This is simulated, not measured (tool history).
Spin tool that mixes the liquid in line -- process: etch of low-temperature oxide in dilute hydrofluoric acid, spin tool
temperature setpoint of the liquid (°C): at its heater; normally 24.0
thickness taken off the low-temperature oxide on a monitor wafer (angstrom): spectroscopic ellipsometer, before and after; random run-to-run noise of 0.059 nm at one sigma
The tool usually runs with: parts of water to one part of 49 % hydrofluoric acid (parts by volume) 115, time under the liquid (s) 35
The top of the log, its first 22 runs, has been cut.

run     day  temperature setpoint of the liquid (°C)  parts of water to one part of 49 % hydrofluoric acid (parts by volume)  time under the liquid (s)  wafers since the last listed run  hours since the thermometer was replaced  hours since the hydrofluoric acid flow meter was replaced  hours since the gauge calibration  read-back film thickness of the low-temperature oxide reference wafer, read on the same gauge (nm)  thickness taken off the low-temperature oxide on a monitor wafer (angstrom)
 23  42.996                                     24.0                                                                      95                         35                               369                                     741.9                                                      728.5                              555.6                                                                                              130.03                                                                         73.4
     43.908  -- thermometer replaced
 24  44.692                                     24.0                                                                      75                         35                               388                                      18.8                                                      769.2                              596.3                                                                                              129.98                                                                        101.2
 25  46.112                                     21.5                                                                     115                         35                               333                                      52.9                                                      803.3                              630.4                                                                                              129.98                                                                         56.7
 26  47.133                                     24.0                                                                     115                         35                               239                                      77.4                                                      827.8                              654.9                                                                                              129.99                                                                         62.5
 27  48.429                                     24.0                                                                     115                         55                               304                                     108.5                                                      858.9                              686.0                                                                                              130.01                                                                         97.8
 28  50.262                                     22.5                                                                      85                         50                               430                                     152.5                                                      902.9                              730.0                                                                                              130.00                                                                        117.0
 29  51.383                                     24.0                                                                     115                         35                               263                                     179.4                                                      929.8                              756.9                                                                                              129.98                                                                         62.2
 30  53.862                                     24.0                                                                     115                         20                               582                                     238.9                                                      989.3                              816.4                                                                                              129.97                                                                         35.4
 31  56.067                                     19.5                                                                      90                         15                               517                                     291.8                                                     1042.2                              869.3                                                                                              129.99                                                                         29.1
 32  58.521                                     24.0                                                                     115                         35                               576                                     350.7                                                     1101.1                              928.2                                                                                              130.00                                                                         61.4

Branching from run 32: 4 alternative next runs. What would each branch give?
  A  58.538                                     24.0                                                                     115                         35                                 3                                     351.1                                                     1101.5                              928.6                                                                                                   ?                                                                            ?
  B  58.538                                     26.0                                                                     115                         20                                 3                                     351.1                                                     1101.5                              928.6                                                                                                   ?                                                                            ?
  C  58.538                                     24.0                                                                     175                         35                                 3                                     351.1                                                     1101.5                              928.6                                                                                                   ?                                                                            ?
  D  58.538                                     24.0                                                                      70                         50                                 3                                     351.1                                                     1101.5                              928.6                                                                                                   ?                                                                            ?

run  read-back film thickness of the low-temperature oxide reference wafer, read on the same gauge (nm)  thickness taken off the low-temperature oxide on a monitor wafer (angstrom)
  A                                                                                              129.98                                                                         61.3
  B                                                                                              129.98                                                                         37.9
  C                                                                                              129.98                                                                         37.7
  D                                                                                              129.98                                                                        152.0
With no hidden state in the tool, these same runs would have given:
run  thickness taken off the low-temperature oxide on a monitor wafer (angstrom)
  A                                                                         63.9
  B                                                                         39.5
  C                                                                         39.2
  D                                                                        158.7
